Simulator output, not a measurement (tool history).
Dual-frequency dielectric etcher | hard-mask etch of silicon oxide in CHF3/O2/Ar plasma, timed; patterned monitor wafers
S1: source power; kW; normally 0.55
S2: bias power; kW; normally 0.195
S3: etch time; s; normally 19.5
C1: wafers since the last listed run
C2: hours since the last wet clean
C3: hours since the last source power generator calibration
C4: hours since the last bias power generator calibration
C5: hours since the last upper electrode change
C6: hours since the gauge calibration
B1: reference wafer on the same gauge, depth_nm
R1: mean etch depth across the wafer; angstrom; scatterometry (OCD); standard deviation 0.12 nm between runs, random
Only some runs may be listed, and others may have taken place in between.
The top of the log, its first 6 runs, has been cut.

Run 7, hour 70.2: usual settings; C1 332; C2 457.7; C3 2125.7; C4 16.6; C5 4915.4; C6 306.6; B1 44.27. Result: R1 402.6 angstrom.
At hour 77.7: gauge calibrated.
Run 8, hour 82.6: usual settings but S2 0.176 kW, S3 22.5 s; C1 288; C2 470.1; C3 2138.1; C4 29; C5 4927.8; C6 4.9; B1 44.23. Result: R1 451.8 angstrom.
At hour 107.4: wet clean of the chamber.
Run 9, hour 107.9: usual settings but S1 0.59 kW, S2 0.228 kW, S3 17.5 s; C1 30; C2 0.5; C3 2163.4; C4 54.3; C5 4953.1; C6 30.2; B1 44.22. Result: R1 383.7 angstrom.
Run 10, hour 108.3: usual settings but S2 0.219 kW, S3 25 s; C1 9; C2 0.9; C3 2163.8; C4 54.7; C5 4953.5; C6 30.6; B1 44.36. Result: R1 528 angstrom.
Run 11, hour 119.5: usual settings but S3 16.5 s; C1 260; C2 12.1; C3 2175; C4 65.9; C5 4964.7; C6 41.8; B1 44.27. Result: R1 334.1 angstrom.
Run 12, hour 143.7: usual settings; C1 562; C2 36.3; C3 2199.2; C4 90.1; C5 4988.9; C6 66; B1 44.33. Result: R1 394.4 angstrom.
Run 13, hour 160: usual settings but S1 0.59 kW, S2 0.237 kW, S3 22 s; C1 378; C2 52.6; C3 2215.5; C4 106.4; C5 5005.2; C6 82.3; B1 44.29. Result: R1 488.7 angstrom.
Run 14, hour 168.9: usual settings but S1 0.66 kW, S2 0.209 kW, S3 24 s; C1 206; C2 61.5; C3 2224.4; C4 115.3; C5 5014.1; C6 91.2; B1 44.29. Result: R1 532.7 angstrom.
At hour 181.7: source power generator calibrated.
Run 15, hour 186: usual settings but S2 0.161 kW, S3 17.5 s; C1 304; C2 78.6; C3 4.3; C4 132.4; C5 5031.2; C6 108.3; B1 44.3. Result: R1 333.3 angstrom.
At hour 232.1: upper electrode replaced.
Run 16, hour 232.6: usual settings but S1 0.51 kW, S2 0.21 kW, S3 16 s; C1 525; C2 125.2; C3 50.9; C4 179; C5 0.5; C6 154.9; B1 44.22. Result: R1 323.4 angstrom.
Run 17, hour 232.9: usual settings; C1 6; C2 125.5; C3 51.2; C4 179.3; C5 0.8; C6 155.2; B1 44.31. Result: R1 398.7 angstrom.
Run 18, hour 241: usual settings but S3 21.5 s; C1 188; C2 133.6; C3 59.3; C4 187.4; C5 8.9; C6 163.3; B1 44.3. Result: R1 437.4 angstrom.
Run 19, hour 247.7: usual settings but S2 0.226 kW; C1 155; C2 140.3; C3 66; C4 194.1; C5 15.6; C6 170; B1 44.28. Result: R1 415.6 angstrom.
Run 20, hour 265.3: usual settings but S1 0.51 kW, S2 0.153 kW, S3 24 s; C1 408; C2 157.9; C3 83.6; C4 211.7; C5 33.2; C6 187.6; B1 44.29. Result: R1 440.8 angstrom.

For run 21, what comes out?
Run 21, hour 273.1: usual settings but S1 0.45 kW, S2 0.176 kW, S3 17.5 s; C1 181; C2 165.7; C3 91.4; C4 219.5; C5 41; C6 195.4; B1 ?. Result: R1 ?.

Run 21 measured B1 44.33, R1 321.2 angstrom.
Minus the tool's unlogged condition, the same run would have read R1 318.6 angstrom.
